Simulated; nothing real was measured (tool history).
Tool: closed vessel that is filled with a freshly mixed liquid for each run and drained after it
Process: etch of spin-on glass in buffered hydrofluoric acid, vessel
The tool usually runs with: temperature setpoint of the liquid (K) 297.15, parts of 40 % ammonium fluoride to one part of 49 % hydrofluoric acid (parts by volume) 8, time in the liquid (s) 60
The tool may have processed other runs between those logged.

| run | hour | temperature setpoint of the liquid (K) | parts of 40 % ammonium fluoride to one part of 49 % hydrofluoric acid (parts by volume) | time in the liquid (s) | wafers since the last listed run | hours since the thermometer was replaced | hours since the hydrofluoric acid flow meter was replaced | hours since the gauge calibration | read-back film thickness of the spin-on glass reference wafer, read on the same gauge (nm) | thickness taken off the spin-on glass on a monitor wafer (angstrom) |
|---|---|---|---|---|---|---|---|---|---|---|
| 1 | 0 | 297.15 | 8 | 60 | 0 | 67.9 | 851.9 | 113.5 | 100.02 | 3699.1 |
|  | 58 | hydrofluoric acid flow meter replaced |
| 2 | 237.3 | 297.15 | 8 | 60 | 19000 | 305.2 | 179.3 | 350.8 | 100.01 | 3573.1 |
| 3 | 295.7 | 297.15 | 8 | 60 | 4695 | 363.6 | 237.7 | 409.2 | 100.01 | 3590.4 |
| 4 | 376.2 | 300.65 | 8 | 60 | 6472 | 444.1 | 318.2 | 489.7 | 100 | 4361.5 |
| 5 | 469.4 | 297.15 | 8 | 60 | 7494 | 537.3 | 411.4 | 582.9 | 99.99 | 3592.5 |
| 6 | 546 | 297.15 | 8 | 60 | 6159 | 613.9 | 488 | 659.5 | 99.99 | 3575.4 |
| 7 | 644.3 | 297.15 | 8 | 60 | 7904 | 712.2 | 586.3 | 757.8 | 100.01 | 3573.5 |
| 8 | 718.1 | 297.15 | 8 | 60 | 5934 | 786 | 660.1 | 831.6 | 99.99 | 3561.5 |
| 9 | 797.2 | 297.15 | 10 | 60 | 6360 | 865.1 | 739.2 | 910.7 | 99.99 | 2920.7 |
| 10 | 890 | 298.65 | 9.5 | 85 | 7461 | 957.9 | 832 | 1003.5 | 99.98 | 4606.6 |
|  | 930.7 | gauge calibrated |
|  | 976.5 | hydrofluoric acid flow meter replaced |
| 11 | 998 | 297.15 | 8 | 40 | 8603 | 1065.9 | 21.5 | 67.3 | 99.98 | 2304.8 |
|  | 999 | thermometer replaced |
| 12 | 1076.3 | 297.15 | 8 | 45 | 6215 | 77.3 | 99.8 | 145.6 | 99.99 | 2690.4 |
| 13 | 1329.4 | 293.15 | 8 | 60 | 20351 | 330.4 | 352.9 | 398.7 | 100 | 2866.4 |
| 14 | 1393.8 | 297.15 | 8 | 60 | 5178 | 394.8 | 417.3 | 463.1 | 100 | 3591.5 |
| 15 | 1448.2 | 295.15 | 5 | 40 | 4374 | 449.2 | 471.7 | 517.5 | 100.01 | 3271.4 |

For some of the steps in thickness taken off the spin-on glass on a monitor wafer (angstrom) from one run to the next: how much would appear even if the tool had no hidden state, given the settings, what came in and random variation, and how much remains for the hidden state plus any gauge scatter that the measured result and the result without hidden state don't share?
Unlogged tool condition in this case: liquid colder than its thermometer reads (K); hydrofluoric acid flow above the setpoint (%); gauge reads high (%).
Run 1 -> 2: hydrofluoric acid flow meter replaced. thickness taken off the spin-on glass on a monitor wafer (angstrom) -126: hidden state -131.9, all else +5.9.
Run 10 -> 11: temperature setpoint of the liquid (K) 298.65 -> 297.15, parts of 40 % ammonium fluoride to one part of 49 % hydrofluoric acid (parts by volume) 9.5 -> 8, time in the liquid (s) 85 -> 40, gauge calibrated, hydrofluoric acid flow meter replaced. thickness taken off the spin-on glass on a monitor wafer (angstrom) -2301.8: hidden state -0.2, all else -2301.6.
